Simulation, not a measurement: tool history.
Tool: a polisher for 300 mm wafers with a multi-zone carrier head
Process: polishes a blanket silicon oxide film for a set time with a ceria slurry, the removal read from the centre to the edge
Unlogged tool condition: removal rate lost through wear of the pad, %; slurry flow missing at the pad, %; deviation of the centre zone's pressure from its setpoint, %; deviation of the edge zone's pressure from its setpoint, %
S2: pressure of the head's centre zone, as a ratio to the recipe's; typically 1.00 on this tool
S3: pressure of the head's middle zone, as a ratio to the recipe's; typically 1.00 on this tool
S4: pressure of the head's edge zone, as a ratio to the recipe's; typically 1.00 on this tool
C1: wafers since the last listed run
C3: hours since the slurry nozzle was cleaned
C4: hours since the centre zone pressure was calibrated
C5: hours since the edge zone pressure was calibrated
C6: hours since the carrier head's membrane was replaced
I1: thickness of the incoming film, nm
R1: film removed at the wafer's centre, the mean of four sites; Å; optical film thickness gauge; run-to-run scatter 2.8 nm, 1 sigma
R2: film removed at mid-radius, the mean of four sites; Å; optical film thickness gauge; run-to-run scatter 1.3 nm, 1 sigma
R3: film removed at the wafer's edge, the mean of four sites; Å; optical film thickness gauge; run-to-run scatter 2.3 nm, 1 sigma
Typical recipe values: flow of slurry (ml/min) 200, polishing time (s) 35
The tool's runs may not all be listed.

run 1 hour=0.0 | flow_of_slurry_(ml/min)=200 S2=1.07 S3=1.00 S4=1.00 polishing_time_(s)=35 | C1=0 wafers_polished_on_this_pad=1019 C3=171.8 C4=104.9 C5=264.9 C6=557.4 | I1=914.4 | R1=1765 R2=1691 R3=1689
run 2 hour=92.1 | flow_of_slurry_(ml/min)=200 S2=1.00 S3=1.00 S4=1.09 polishing_time_(s)=35 | C1=665 wafers_polished_on_this_pad=1684 C3=263.9 C4=197.0 C5=357.0 C6=649.5 | I1=934.4 | R1=1619 R2=1673 R3=1724
run 3 hour=168.4 | flow_of_slurry_(ml/min)=200 S2=1.00 S3=1.00 S4=1.00 polishing_time_(s)=35 | C1=551 wafers_polished_on_this_pad=2236 C3=340.2 C4=273.3 C5=433.3 C6=725.8 | I1=925.5 | R1=1577 R2=1645 R3=1623
run 4 hour=275.3 | flow_of_slurry_(ml/min)=200 S2=1.00 S3=1.00 S4=1.08 polishing_time_(s)=26 | C1=772 wafers_polished_on_this_pad=3008 C3=447.1 C4=380.2 C5=540.2 C6=832.7 | I1=927.0 | R1=1119 R2=1172 R3=1224
run 5 hour=315.7 | flow_of_slurry_(ml/min)=200 S2=1.00 S3=1.00 S4=1.08 polishing_time_(s)=26 | C1=291 wafers_polished_on_this_pad=3300 C3=487.5 C4=420.6 C5=580.6 C6=873.1 | I1=920.6 | R1=1108 R2=1174 R3=1239
-- hour=337.2 slurry nozzle cleaned, repeated, since the last time left the tool worse
run 6 hour=386.6 | flow_of_slurry_(ml/min)=170 S2=0.95 S3=0.94 S4=1.00 polishing_time_(s)=40 | C1=505 wafers_polished_on_this_pad=3805 C3=49.4 C4=491.5 C5=651.5 C6=944.0 | I1=924.8 | R1=1915 R2=1980 R3=2040
-- hour=457.8 centre zone pressure recalibrated
run 7 hour=477.3 | flow_of_slurry_(ml/min)=165 S2=0.90 S3=1.00 S4=1.00 polishing_time_(s)=35 | C1=640 wafers_polished_on_this_pad=4446 C3=140.1 C4=19.5 C5=742.2 C6=1034.7 | I1=918.3 | R1=1590 R2=1802 R3=1778
-- hour=527.3 worn pad replaced by a new one
run 8 hour=529.1 | flow_of_slurry_(ml/min)=200 S2=1.11 S3=1.04 S4=1.00 polishing_time_(s)=25 | C1=345 wafers_polished_on_this_pad=13 C3=191.9 C4=71.3 C5=794.0 C6=1086.5 | I1=908.0 | R1=1487 R2=1360 R3=1285
run 9 hour=567.3 | flow_of_slurry_(ml/min)=200 S2=0.89 S3=0.96 S4=1.00 polishing_time_(s)=25 | C1=276 wafers_polished_on_this_pad=289 C3=230.1 C4=109.5 C5=832.2 C6=1124.7 | I1=922.7 | R1=1154 R2=1282 R3=1277
run 10 hour=671.7 | flow_of_slurry_(ml/min)=200 S2=1.00 S3=1.00 S4=1.00 polishing_time_(s)=35 | C1=754 wafers_polished_on_this_pad=1043 C3=334.5 C4=213.9 C5=936.6 C6=1229.1 | I1=916.8 | R1=1794 R2=1869 R3=1767
run 11 hour=747.3 | flow_of_slurry_(ml/min)=200 S2=1.00 S3=0.95 S4=1.00 polishing_time_(s)=42 | C1=546 wafers_polished_on_this_pad=1589 C3=410.1 C4=289.5 C5=1012.2 C6=1304.7 | I1=933.6 | R1=2147 R2=2105 R3=2144
run 12 hour=800.5 | flow_of_slurry_(ml/min)=200 S2=1.10 S3=1.00 S4=1.00 polishing_time_(s)=35 | C1=384 wafers_polished_on_this_pad=1974 C3=463.3 C4=342.7 C5=1065.4 C6=1357.9 | I1=912.7 | R1=1908 R2=1829 R3=1731
run 13 hour=851.5 | flow_of_slurry_(ml/min)=200 S2=1.00 S3=1.00 S4=1.00 polishing_time_(s)=35 | C1=368 wafers_polished_on_this_pad=2342 C3=514.3 C4=393.7 C5=1116.4 C6=1408.9 | I1=930.8 | R1=1763 R2=1834 R3=1732
-- hour=862.9 edge zone pressure recalibrated
-- hour=868.4 slurry nozzle cleaned
-- hour=1006.9 centre zone pressure recalibrated
-- hour=1108.8 worn pad replaced by a new one
run 14 hour=1121.9 | flow_of_slurry_(ml/min)=200 S2=0.88 S3=0.89 S4=1.00 polishing_time_(s)=45 | C1=1888 wafers_polished_on_this_pad=94 C3=253.5 C4=115.0 C5=259.0 C6=1679.3 | I1=916.4 | R1=2051 R2=2168 R3=2290
-- hour=1157.8 carrier head's membrane replaced by a new one
run 15 hour=1322.5 | flow_of_slurry_(ml/min)=200 S2=1.00 S3=1.00 S4=1.00 polishing_time_(s)=35 | C1=1413 wafers_polished_on_this_pad=1508 C3=454.1 C4=315.6 C5=459.6 C6=164.7 | I1=904.5 | R1=1780 R2=1843 R3=1830
run 16 hour=1363.1 | flow_of_slurry_(ml/min)=200 S2=1.05 S3=1.00 S4=0.96 polishing_time_(s)=35 | C1=293 wafers_polished_on_this_pad=1801 C3=494.7 C4=356.2 C5=500.2 C6=205.3 | I1=931.2 | R1=1881 R2=1823 R3=1709
-- hour=1388.9 slurry nozzle cleaned
run 17 hour=1401.3 | flow_of_slurry_(ml/min)=255 S2=1.06 S3=1.00 S4=1.00 polishing_time_(s)=43 | C1=268 wafers_polished_on_this_pad=2070 C3=12.4 C4=394.4 C5=538.4 C6=243.5 | I1=922.8 | R1=2465 R2=2385 R3=2253
run 18 hour=1456.6 | flow_of_slurry_(ml/min)=200 S2=0.94 S3=1.00 S4=1.00 polishing_time_(s)=35 | C1=399 wafers_polished_on_this_pad=2469 C3=67.7 C4=449.7 C5=593.7 C6=298.8 | I1=916.7 | R1=1694 R2=1875 R3=1791
run 19 hour=1538.0 | flow_of_slurry_(ml/min)=145 S2=1.10 S3=1.07 S4=0.95 polishing_time_(s)=35 | C1=588 wafers_polished_on_this_pad=3057 C3=149.1 C4=531.1 C5=675.1 C6=380.2 | I1=933.1 | R1=1861 R2=1854 R3=1679
-- hour=1651.1 worn pad replaced by a new one
-- hour=1688.7 centre zone pressure recalibrated
run 20 hour=1715.2 | flow_of_slurry_(ml/min)=150 S2=1.07 S3=0.93 S4=0.89 polishing_time_(s)=35 | C1=1237 wafers_polished_on_this_pad=448 C3=326.3 C4=26.5 C5=852.3 C6=557.4 | I1=936.1 | R1=1814 R2=1656 R3=1570
run 21 hour=1767.7 | flow_of_slurry_(ml/min)=225 S2=1.00 S3=1.00 S4=0.91 polishing_time_(s)=31 | C1=379 wafers_polished_on_this_pad=828 C3=378.8 C4=79.0 C5=904.8 C6=609.9 | I1=909.5 | R1=1633 R2=1670 R3=1523

Each row is a separate what-if for the run after 21, all from the same tool condition, not one after another. Results?
run A hour=1768.1 | flow_of_slurry_(ml/min)=200 S2=1.08 S3=1.00 S4=1.00 polishing_time_(s)=35 | C1=2 wafers_polished_on_this_pad=830 C3=379.2 C4=79.4 C5=905.2 C6=610.3 | I1=922.1 | R1=? R2=? R3=?
run B hour=1768.1 | flow_of_slurry_(ml/min)=270 S2=1.00 S3=0.97 S4=1.05 polishing_time_(s)=35 | C1=2 wafers_polished_on_this_pad=830 C3=379.2 C4=79.4 C5=905.2 C6=610.3 | I1=922.1 | R1=? R2=? R3=?
run C hour=1768.1 | flow_of_slurry_(ml/min)=200 S2=1.09 S3=1.11 S4=1.00 polishing_time_(s)=35 | C1=2 wafers_polished_on_this_pad=830 C3=379.2 C4=79.4 C5=905.2 C6=610.3 | I1=922.1 | R1=? R2=? R3=?
run D hour=1768.1 | flow_of_slurry_(ml/min)=200 S2=0.89 S3=1.00 S4=1.00 polishing_time_(s)=35 | C1=2 wafers_polished_on_this_pad=830 C3=379.2 C4=79.4 C5=905.2 C6=610.3 | I1=922.1 | R1=? R2=? R3=?
run E hour=1768.1 | flow_of_slurry_(ml/min)=175 S2=0.91 S3=1.10 S4=1.00 polishing_time_(s)=35 | C1=2 wafers_polished_on_this_pad=830 C3=379.2 C4=79.4 C5=905.2 C6=610.3 | I1=922.1 | R1=? R2=? R3=?

run=A R1=1896 R2=1858 R3=1792
run=B R1=1849 R2=1899 R3=1901
run=C R1=1915 R2=2031 R3=1790
run=D R1=1560 R2=1860 R3=1792
run=E R1=1549 R2=1964 R3=1756
Without the tool's unlogged condition, the same runs would have read:
run=A R1=1950 R2=1906 R3=1826
run=B R1=1887 R2=1934 R3=1928
run=C R1=1970 R2=2083 R3=1823
run=D R1=1605 R2=1908 R3=1826
run=E R1=1601 R2=2022 R3=1793

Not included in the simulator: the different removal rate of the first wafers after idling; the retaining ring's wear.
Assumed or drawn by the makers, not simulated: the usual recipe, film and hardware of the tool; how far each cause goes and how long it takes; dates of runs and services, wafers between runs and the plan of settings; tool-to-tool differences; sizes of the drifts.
